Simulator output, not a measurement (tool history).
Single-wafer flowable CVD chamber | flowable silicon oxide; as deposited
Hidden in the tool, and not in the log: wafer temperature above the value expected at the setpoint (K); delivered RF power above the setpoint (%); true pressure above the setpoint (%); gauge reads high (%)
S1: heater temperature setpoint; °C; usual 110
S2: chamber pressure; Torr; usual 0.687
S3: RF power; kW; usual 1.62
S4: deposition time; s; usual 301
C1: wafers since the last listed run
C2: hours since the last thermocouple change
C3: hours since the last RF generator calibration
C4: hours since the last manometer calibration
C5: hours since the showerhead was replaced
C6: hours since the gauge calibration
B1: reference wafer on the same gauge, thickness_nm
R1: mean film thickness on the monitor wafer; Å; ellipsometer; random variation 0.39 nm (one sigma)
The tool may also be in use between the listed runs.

run 1 hour=0 | S1=110 S2=0.687 S3=1.62 S4=301 | C1=0 C2=970.4 C3=730.8 C4=1379 C5=7060.3 C6=1078.8 | B1=104.32 | R1=956.32
-- hour=63.6 capacitance manometer re-zeroed and calibrated
run 2 hour=87.6 | S1=110 S2=0.687 S3=1.62 S4=301 | C1=663 C2=1058 C3=818.4 C4=24 C5=7147.9 C6=1166.4 | B1=104.404 | R1=923.14
run 3 hour=130.3 | S1=110 S2=0.687 S3=1.62 S4=301 | C1=356 C2=1100.7 C3=861.1 C4=66.7 C5=7190.6 C6=1209.1 | B1=104.36 | R1=927.45
run 4 hour=213.3 | S1=110 S2=0.687 S3=1.62 S4=301 | C1=692 C2=1183.7 C3=944.1 C4=149.7 C5=7273.6 C6=1292.1 | B1=104.303 | R1=941
run 5 hour=396.5 | S1=110 S2=0.687 S3=1.49 S4=301 | C1=1528 C2=1366.9 C3=1127.3 C4=332.9 C5=7456.8 C6=1475.3 | B1=104.437 | R1=912.26
run 6 hour=465.9 | S1=110 S2=0.687 S3=1.62 S4=301 | C1=578 C2=1436.3 C3=1196.7 C4=402.3 C5=7526.2 C6=1544.7 | B1=104.328 | R1=950.18
run 7 hour=533.5 | S1=110 S2=0.687 S3=1.62 S4=301 | C1=563 C2=1503.9 C3=1264.3 C4=469.9 C5=7593.8 C6=1612.3 | B1=104.405 | R1=946.97
run 8 hour=625.7 | S1=110 S2=0.687 S3=1.43 S4=301 | C1=769 C2=1596.1 C3=1356.5 C4=562.1 C5=7686 C6=1704.5 | B1=104.31 | R1=911.31
run 9 hour=668.6 | S1=117 S2=0.687 S3=1.62 S4=301 | C1=357 C2=1639 C3=1399.4 C4=605 C5=7728.9 C6=1747.4 | B1=104.132 | R1=772.37
-- hour=736.9 thermocouple changed; heater temperature recalibrated
run 10 hour=769.7 | S1=110 S2=0.687 S3=1.755 S4=301 | C1=776 C2=32.8 C3=1500.5 C4=706.1 C5=7830 C6=1848.5 | B1=104.453 | R1=971.98
run 11 hour=857.4 | S1=110 S2=0.687 S3=1.755 S4=301 | C1=731 C2=120.5 C3=1588.2 C4=793.8 C5=7917.7 C6=1936.2 | B1=104.457 | R1=968.54
run 12 hour=920.9 | S1=110 S2=0.687 S3=1.755 S4=301 | C1=529 C2=184 C3=1651.7 C4=857.3 C5=7981.2 C6=1999.7 | B1=104.33 | R1=962.34
-- hour=972 gauge calibrated
-- hour=1009.6 RF generator calibrated
run 13 hour=1027.4 | S1=110 S2=0.687 S3=1.62 S4=301 | C1=821 C2=290.5 C3=17.8 C4=963.8 C5=8087.7 C6=55.4 | B1=104.468 | R1=941.41
run 14 hour=1095.7 | S1=110 S2=0.687 S3=1.62 S4=301 | C1=569 C2=358.8 C3=86.1 C4=1032.1 C5=8156 C6=123.7 | B1=104.28 | R1=948.83
run 15 hour=1201.8 | S1=110 S2=0.687 S3=1.755 S4=301 | C1=885 C2=464.9 C3=192.2 C4=1138.2 C5=8262.1 C6=229.8 | B1=104.477 | R1=973.9
run 16 hour=1248.6 | S1=116 S2=0.588 S3=1.535 S4=349 | C1=390 C2=511.7 C3=239 C4=1185 C5=8308.9 C6=276.6 | B1=104.379 | R1=817.72
run 17 hour=1288.5 | S1=110 S2=0.687 S3=1.62 S4=318 | C1=332 C2=551.6 C3=278.9 C4=1224.9 C5=8348.8 C6=316.5 | B1=104.236 | R1=1015.75
run 18 hour=1379.3 | S1=118 S2=0.687 S3=1.32 S4=339 | C1=757 C2=642.4 C3=369.7 C4=1315.7 C5=8439.6 C6=407.3 | B1=104.572 | R1=807.49
-- hour=1427.5 showerhead replaced
run 19 hour=1456.2 | S1=110 S2=0.687 S3=1.62 S4=264 | C1=574 C2=719.3 C3=446.6 C4=1392.6 C5=28.7 C6=484.2 | B1=104.407 | R1=837.22
-- hour=1510.4 capacitance manometer re-zeroed and calibrated
run 20 hour=1538.7 | S1=110 S2=0.641 S3=1.62 S4=301 | C1=621 C2=801.8 C3=529.1 C4=28.3 C5=111.2 C6=566.7 | B1=104.462 | R1=874.78
run 21 hour=1625 | S1=110 S2=0.687 S3=1.62 S4=301 | C1=719 C2=888.1 C3=615.4 C4=114.6 C5=197.5 C6=653 | B1=104.374 | R1=935.54
run 22 hour=1721.3 | S1=96 S2=0.827 S3=1.62 S4=301 | C1=803 C2=984.4 C3=711.7 C4=210.9 C5=293.8 C6=749.3 | B1=104.402 | R1=1668.12
run 23 hour=1826.6 | S1=117 S2=0.555 S3=1.795 S4=301 | C1=878 C2=1089.7 C3=817 C4=316.2 C5=399.1 C6=854.6 | B1=104.455 | R1=672.35
run 24 hour=1921.6 | S1=110 S2=0.687 S3=1.62 S4=301 | C1=792 C2=1184.7 C3=912 C4=411.2 C5=494.1 C6=949.6 | B1=104.164 | R1=951.54
run 25 hour=1957.8 | S1=110 S2=0.687 S3=1.62 S4=301 | C1=301 C2=1220.9 C3=948.2 C4=447.4 C5=530.3 C6=985.8 | B1=104.351 | R1=941.24
run 26 hour=2057.3 | S1=99 S2=0.858 S3=1.485 S4=318 | C1=829 C2=1320.4 C3=1047.7 C4=546.9 C5=629.8 C6=1085.3 | B1=104.346 | R1=1634
run 27 hour=2105.2 | S1=101 S2=0.853 S3=1.805 S4=324 | C1=399 C2=1368.3 C3=1095.6 C4=594.8 C5=677.7 C6=1133.2 | B1=104.393 | R1=1652.67
run 28 hour=2196.9 | S1=110 S2=0.579 S3=1.62 S4=262 | C1=764 C2=1460 C3=1187.3 C4=686.5 C5=769.4 C6=1224.9 | B1=104.265 | R1=724.01
run 29 hour=2245 | S1=119 S2=0.588 S3=1.62 S4=361 | C1=401 C2=1508.1 C3=1235.4 C4=734.6 C5=817.5 C6=1273 | B1=104.476 | R1=783.64

The tool's hidden state at each run:
wafer temperature above the value expected at the setpoint (K): 0 in every run
delivered RF power above the setpoint (%): 0 in every run
gauge reads high (%): 0 in every run
H1: true pressure above the setpoint (%)
run=1 H1=3.58
run=2 H1=-0.208
run=3 H1=0.0956
run=4 H1=0.62
run=5 H1=1.52
run=6 H1=1.79
run=7 H1=2.02
run=8 H1=2.29
run=9 H1=2.4
run=10 H1=2.62
run=11 H1=2.79
run=12 H1=2.89
run=13 H1=3.03
run=14 H1=3.11
run=15 H1=3.22
run=16 H1=3.26
run=17 H1=3.29
run=18 H1=3.35
run=19 H1=3.4
run=20 H1=-0.175
run=21 H1=0.409
run=22 H1=0.957
run=23 H1=1.45
run=24 H1=1.82
run=25 H1=1.95
run=26 H1=2.25
run=27 H1=2.37
run=28 H1=2.58
run=29 H1=2.68
